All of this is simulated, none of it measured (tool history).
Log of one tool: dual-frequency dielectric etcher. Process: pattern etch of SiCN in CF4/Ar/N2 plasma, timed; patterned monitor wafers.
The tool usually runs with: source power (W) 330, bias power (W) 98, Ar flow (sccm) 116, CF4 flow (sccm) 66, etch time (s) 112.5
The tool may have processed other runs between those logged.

| run | hour | source power (W) | bias power (W) | Ar flow (sccm) | CF4 flow (sccm) | etch time (s) | read-back reference wafer on the same gauge, depth_nm | mean etch depth across the wafer (angstrom) |
|---|---|---|---|---|---|---|---|---|
| 1 | 0.0 | 330 | 114 | 116 | 66 | 112.5 | 85.2 | 871 |
| 2 | 33.0 | 330 | 114 | 116 | 66 | 112.5 | 85.2 | 868 |
| 3 | 46.1 | 330 | 98 | 116 | 66 | 130.0 | 85.2 | 938 |
| 4 | 73.1 | 330 | 98 | 116 | 66 | 130.0 | 85.0 | 940 |
|  | 108.6 | upper electrode replaced |
|  | 113.4 | Ar flow controller replaced |
| 5 | 113.9 | 360 | 79 | 125 | 66 | 123.0 | 84.8 | 879 |
| 6 | 126.9 | 330 | 82 | 99 | 66 | 112.5 | 84.6 | 779 |
| 7 | 160.1 | 400 | 98 | 116 | 77 | 112.5 | 84.7 | 956 |
|  | 174.1 | source power generator calibrated |
| 8 | 182.6 | 330 | 98 | 116 | 66 | 112.5 | 84.8 | 811 |
| 9 | 198.5 | 330 | 98 | 116 | 71 | 146.5 | 84.5 | 1080 |
| 10 | 228.3 | 370 | 115 | 116 | 66 | 112.5 | 84.5 | 933 |
|  | 260.0 | wet clean of the chamber |
| 11 | 260.5 | 330 | 98 | 116 | 66 | 93.5 | 84.2 | 678 |
|  | 262.6 | gauge calibrated |
| 12 | 264.1 | 330 | 98 | 116 | 66 | 112.5 | 87.7 | 842 |
| 13 | 290.1 | 390 | 120 | 139 | 66 | 112.5 | 87.5 | 1001 |
|  | 343.6 | CF4 flow controller replaced |
| 14 | 364.9 | 370 | 75 | 97 | 79 | 112.5 | 87.4 | 875 |
|  | 396.2 | bias power generator calibrated |
| 15 | 396.7 | 330 | 120 | 116 | 52 | 97.5 | 87.2 | 757 |
| 16 | 422.8 | 330 | 98 | 116 | 66 | 112.5 | 87.0 | 841 |
| 17 | 521.7 | 290 | 98 | 116 | 66 | 112.5 | 86.7 | 763 |
| 18 | 551.1 | 330 | 98 | 116 | 66 | 112.5 | 86.5 | 820 |
| 19 | 573.7 | 330 | 98 | 116 | 71 | 146.5 | 86.6 | 1096 |
| 20 | 592.7 | 270 | 98 | 132 | 66 | 112.5 | 86.4 | 716 |
| 21 | 610.0 | 390 | 118 | 116 | 70 | 112.5 | 86.5 | 1018 |

Each row is a separate what-if for the run after 21, all from the same tool condition, not one after another. Results?
| A | 610.4 | 330 | 98 | 116 | 66 | 112.5 | ? | ? |
| B | 610.4 | 370 | 98 | 116 | 66 | 112.5 | ? | ? |
| C | 610.4 | 390 | 98 | 100 | 61 | 112.5 | ? | ? |
| D | 610.4 | 330 | 98 | 91 | 66 | 112.5 | ? | ? |

| run | read-back reference wafer on the same gauge, depth_nm | mean etch depth across the wafer (angstrom) |
|---|---|---|
| A | 86.5 | 833 |
| B | 86.5 | 903 |
| C | 86.5 | 944 |
| D | 86.5 | 859 |
What these runs would have given with no unlogged condition in the tool:
| run | mean etch depth across the wafer (angstrom) |
|---|---|
| A | 843 |
| B | 915 |
| C | 957 |
| D | 870 |
